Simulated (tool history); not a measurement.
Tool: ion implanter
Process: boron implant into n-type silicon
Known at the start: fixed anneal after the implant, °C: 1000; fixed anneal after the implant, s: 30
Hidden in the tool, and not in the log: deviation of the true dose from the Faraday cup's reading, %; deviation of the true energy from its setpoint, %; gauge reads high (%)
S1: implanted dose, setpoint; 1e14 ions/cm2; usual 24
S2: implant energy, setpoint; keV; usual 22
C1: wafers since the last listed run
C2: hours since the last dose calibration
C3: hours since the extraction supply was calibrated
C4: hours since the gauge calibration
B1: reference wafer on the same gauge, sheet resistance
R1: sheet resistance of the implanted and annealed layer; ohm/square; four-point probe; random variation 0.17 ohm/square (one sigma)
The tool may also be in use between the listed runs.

run	hour	S1	S2	C1	C2	C3	C4	B1	R1
1	0	24	22	0	568.1	3957.1	249.1	59.23	72.08
2	9.2	24	22	115	577.3	3966.3	258.3	59.39	72.14
3	53.7	24	22	558	621.8	4010.8	302.8	59.24	72.77
4	59.9	24	22	77	628	4017	309	59.34	72.4
5	67.8	24	22	99	635.9	4024.9	316.9	59.3	72.55
6	75	20.83	22	90	643.1	4032.1	324.1	59.26	78.18
7	81.3	24	22	79	649.4	4038.4	330.4	59.26	72.42
8	94.9	24	22	170	663	4052	344	59.32	72.74
9	108.2	24	22	166	676.3	4065.3	357.3	59.3	72.82
10	115.9	24	22	96	684	4073	365	59.26	72.4
11	131.8	19.6	24.5	199	699.9	4088.9	380.9	59.28	78.9
12	141.4	19.6	24.5	120	709.5	4098.5	390.5	59.31	78.65
13	172.6	19.6	24.5	391	740.7	4129.7	421.7	59.33	79.13
14	180.1	24	22	94	748.2	4137.2	429.2	59.25	72.52
15	195.8	24	22	197	763.9	4152.9	444.9	59.32	72.45
16	207.1	24	22	141	775.2	4164.2	456.2	59.32	72.89
# hour 208.8: gauge calibrated
17	224	24	18.5	212	792.1	4181.1	15.2	59.39	77.31
# hour 239.3: Faraday cup replaced and dose calibrated
18	239.8	18.95	28.5	97	0.5	4196.9	31	59.28	76.51
19	292.1	24	22	656	52.8	4249.2	83.3	59.29	71.75
20	305.3	16.93	22	165	66	4262.4	96.5	59.24	86.78
21	317.2	19.7	27	149	77.9	4274.3	108.4	59.25	75.33
# hour 326.7: extraction supply calibrated
22	346.6	30.86	29	268	107.3	19.9	137.8	59.35	58.43
23	354.3	24	22	96	115	27.6	145.5	59.28	71.39
24	367.7	24	22	168	128.4	41	158.9	59.28	71.55
25	375	24	28	91	135.7	48.3	166.2	59.28	66.95
26	381.4	21.95	22	80	142.1	54.7	172.6	59.3	75.05
27	391.9	24	22	131	152.6	65.2	183.1	59.32	71.6
28	406.2	18.09	17	179	166.9	79.5	197.4	59.35	88.76
29	415.7	24	17	119	176.4	89	206.9	59.28	79.14
30	423.7	31.01	29	100	184.4	97	214.9	59.39	58.51
31	433	20.28	18	116	193.7	106.3	224.2	59.29	83.26
32	451.7	17.22	29	234	212.4	125	242.9	59.29	82.22
33	458.8	19.79	26	89	219.5	132.1	250	59.34	75.96

Forecast each of these 3 alternatives for the next run:
A	459.2	18.26	22	5	219.9	132.5	250.4	?	?
B	459.2	30.4	15	5	219.9	132.5	250.4	?	?
C	459.2	20.51	16	5	219.9	132.5	250.4	?	?

run	B1	R1
A	59.33	83.09
B	59.33	78.78
C	59.33	85.99
Without the tool's hidden state the same runs would have given:
run	R1
A	82.31
B	78.54
C	85.44

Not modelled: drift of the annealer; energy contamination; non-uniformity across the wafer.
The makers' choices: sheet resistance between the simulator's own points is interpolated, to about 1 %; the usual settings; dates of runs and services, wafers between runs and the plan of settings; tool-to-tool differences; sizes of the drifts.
